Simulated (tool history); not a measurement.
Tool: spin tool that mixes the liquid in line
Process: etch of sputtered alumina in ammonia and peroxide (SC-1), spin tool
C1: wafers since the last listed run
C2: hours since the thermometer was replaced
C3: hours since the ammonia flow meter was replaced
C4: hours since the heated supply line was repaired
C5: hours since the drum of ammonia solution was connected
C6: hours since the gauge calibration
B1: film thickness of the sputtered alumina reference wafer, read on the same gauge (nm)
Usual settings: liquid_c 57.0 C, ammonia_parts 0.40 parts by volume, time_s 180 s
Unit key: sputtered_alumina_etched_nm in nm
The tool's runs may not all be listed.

{"run": 1, "hour": 0.0, "liquid_c": 57.0, "ammonia_parts": 0.4, "time_s": 180, "C1": 0, "C2": 873.1, "C3": 1272.9, "C4": 2176.1, "C5": 84.4, "C6": 493.9, "B1": 69.97, "sputtered_alumina_etched_nm": 9.49}
{"run": 2, "hour": 74.9, "liquid_c": 57.0, "ammonia_parts": 0.4, "time_s": 180, "C1": 486, "C2": 948.0, "C3": 1347.8, "C4": 2251.0, "C5": 159.3, "C6": 568.8, "B1": 69.95, "sputtered_alumina_etched_nm": 9.44}
{"run": 3, "hour": 166.3, "liquid_c": 57.0, "ammonia_parts": 0.4, "time_s": 180, "C1": 593, "C2": 1039.4, "C3": 1439.2, "C4": 2342.4, "C5": 250.7, "C6": 660.2, "B1": 70.02, "sputtered_alumina_etched_nm": 9.42}
{"hour": 168.6, "done": "thermometer replaced"}
{"run": 4, "hour": 238.6, "liquid_c": 50.0, "ammonia_parts": 0.4, "time_s": 180, "C1": 462, "C2": 70.0, "C3": 1511.5, "C4": 2414.7, "C5": 323.0, "C6": 732.5, "B1": 70.02, "sputtered_alumina_etched_nm": 6.37}
{"run": 5, "hour": 305.8, "liquid_c": 50.0, "ammonia_parts": 0.4, "time_s": 180, "C1": 436, "C2": 137.2, "C3": 1578.7, "C4": 2481.9, "C5": 390.2, "C6": 799.7, "B1": 70.02, "sputtered_alumina_etched_nm": 6.41}
{"run": 6, "hour": 447.9, "liquid_c": 57.0, "ammonia_parts": 0.4, "time_s": 180, "C1": 922, "C2": 279.3, "C3": 1720.8, "C4": 2624.0, "C5": 532.3, "C6": 941.8, "B1": 70.02, "sputtered_alumina_etched_nm": 9.27}
{"run": 7, "hour": 513.5, "liquid_c": 57.0, "ammonia_parts": 0.4, "time_s": 180, "C1": 425, "C2": 344.9, "C3": 1786.4, "C4": 2689.6, "C5": 597.9, "C6": 1007.4, "B1": 69.99, "sputtered_alumina_etched_nm": 9.23}
{"hour": 593.0, "done": "ammonia flow meter replaced"}
{"run": 8, "hour": 677.2, "liquid_c": 57.0, "ammonia_parts": 0.4, "time_s": 180, "C1": 1056, "C2": 508.6, "C3": 84.2, "C4": 2853.3, "C5": 761.6, "C6": 1171.1, "B1": 70.01, "sputtered_alumina_etched_nm": 9.22}
{"run": 9, "hour": 718.1, "liquid_c": 57.0, "ammonia_parts": 0.4, "time_s": 180, "C1": 265, "C2": 549.5, "C3": 125.1, "C4": 2894.2, "C5": 802.5, "C6": 1212.0, "B1": 70.0, "sputtered_alumina_etched_nm": 9.16}
{"hour": 757.1, "done": "heated supply line repaired"}
{"run": 10, "hour": 774.0, "liquid_c": 49.0, "ammonia_parts": 0.4, "time_s": 180, "C1": 356, "C2": 605.4, "C3": 181.0, "C4": 16.9, "C5": 858.4, "C6": 1267.9, "B1": 70.0, "sputtered_alumina_etched_nm": 5.56}
{"run": 11, "hour": 822.9, "liquid_c": 66.0, "ammonia_parts": 0.4, "time_s": 275, "C1": 317, "C2": 654.3, "C3": 229.9, "C4": 65.8, "C5": 907.3, "C6": 1316.8, "B1": 70.03, "sputtered_alumina_etched_nm": 20.96}
{"run": 12, "hour": 888.3, "liquid_c": 54.0, "ammonia_parts": 0.5, "time_s": 80, "C1": 424, "C2": 719.7, "C3": 295.3, "C4": 131.2, "C5": 972.7, "C6": 1382.2, "B1": 70.01, "sputtered_alumina_etched_nm": 3.32}
{"hour": 925.2, "done": "gauge calibrated"}
{"hour": 1028.5, "done": "new drum of ammonia solution connected"}
{"run": 13, "hour": 1051.7, "liquid_c": 57.0, "ammonia_parts": 0.4, "time_s": 140, "C1": 1054, "C2": 883.1, "C3": 458.7, "C4": 294.6, "C5": 23.2, "C6": 126.5, "B1": 69.99, "sputtered_alumina_etched_nm": 6.65}
{"hour": 1087.2, "done": "thermometer replaced"}
{"hour": 1098.1, "done": "heated supply line repaired, repeated, since the last time left the tool worse"}
{"run": 14, "hour": 1125.4, "liquid_c": 57.0, "ammonia_parts": 0.6, "time_s": 180, "C1": 465, "C2": 38.2, "C3": 532.4, "C4": 27.3, "C5": 96.9, "C6": 200.2, "B1": 69.99, "sputtered_alumina_etched_nm": 10.83}
{"run": 15, "hour": 1200.8, "liquid_c": 54.0, "ammonia_parts": 0.5, "time_s": 80, "C1": 489, "C2": 113.6, "C3": 607.8, "C4": 102.7, "C5": 172.3, "C6": 275.6, "B1": 69.97, "sputtered_alumina_etched_nm": 3.98}
{"run": 16, "hour": 1281.5, "liquid_c": 62.5, "ammonia_parts": 0.5, "time_s": 135, "C1": 524, "C2": 194.3, "C3": 688.5, "C4": 183.4, "C5": 253.0, "C6": 356.3, "B1": 70.02, "sputtered_alumina_etched_nm": 10.42}
{"run": 17, "hour": 1321.1, "liquid_c": 48.5, "ammonia_parts": 0.55, "time_s": 180, "C1": 257, "C2": 233.9, "C3": 728.1, "C4": 223.0, "C5": 292.6, "C6": 395.9, "B1": 69.98, "sputtered_alumina_etched_nm": 6.71}
{"run": 18, "hour": 1388.6, "liquid_c": 57.0, "ammonia_parts": 0.4, "time_s": 180, "C1": 438, "C2": 301.4, "C3": 795.6, "C4": 290.5, "C5": 360.1, "C6": 463.4, "B1": 69.99, "sputtered_alumina_etched_nm": 10.2}
{"run": 19, "hour": 1451.3, "liquid_c": 57.0, "ammonia_parts": 0.4, "time_s": 180, "C1": 407, "C2": 364.1, "C3": 858.3, "C4": 353.2, "C5": 422.8, "C6": 526.1, "B1": 70.01, "sputtered_alumina_etched_nm": 10.12}

4 options for the next run, each taken on its own from the tool as it stands now. Forecast them:
{"run": "A", "hour": 1451.8, "liquid_c": 57.0, "ammonia_parts": 0.5, "time_s": 180, "C1": 3, "C2": 364.6, "C3": 858.8, "C4": 353.7, "C5": 423.3, "C6": 526.6, "B1": "?", "sputtered_alumina_etched_nm": "?"}
{"run": "B", "hour": 1451.8, "liquid_c": 57.0, "ammonia_parts": 0.4, "time_s": 150, "C1": 3, "C2": 364.6, "C3": 858.8, "C4": 353.7, "C5": 423.3, "C6": 526.6, "B1": "?", "sputtered_alumina_etched_nm": "?"}
{"run": "C", "hour": 1451.8, "liquid_c": 47.0, "ammonia_parts": 0.4, "time_s": 180, "C1": 3, "C2": 364.6, "C3": 858.8, "C4": 353.7, "C5": 423.3, "C6": 526.6, "B1": "?", "sputtered_alumina_etched_nm": "?"}
{"run": "D", "hour": 1451.8, "liquid_c": 54.0, "ammonia_parts": 0.3, "time_s": 180, "C1": 3, "C2": 364.6, "C3": 858.8, "C4": 353.7, "C5": 423.3, "C6": 526.6, "B1": "?", "sputtered_alumina_etched_nm": "?"}

run=A B1=70.00 sputtered_alumina_etched_nm=10.38
run=B B1=70.00 sputtered_alumina_etched_nm=8.47
run=C B1=70.00 sputtered_alumina_etched_nm=5.90
run=D B1=70.00 sputtered_alumina_etched_nm=8.44
Take away the tool's hidden state, keep each run's random variation, and the runs would have read:
run=A sputtered_alumina_etched_nm=10.57
run=B sputtered_alumina_etched_nm=8.62
run=C sputtered_alumina_etched_nm=6.01
run=D sputtered_alumina_etched_nm=8.59

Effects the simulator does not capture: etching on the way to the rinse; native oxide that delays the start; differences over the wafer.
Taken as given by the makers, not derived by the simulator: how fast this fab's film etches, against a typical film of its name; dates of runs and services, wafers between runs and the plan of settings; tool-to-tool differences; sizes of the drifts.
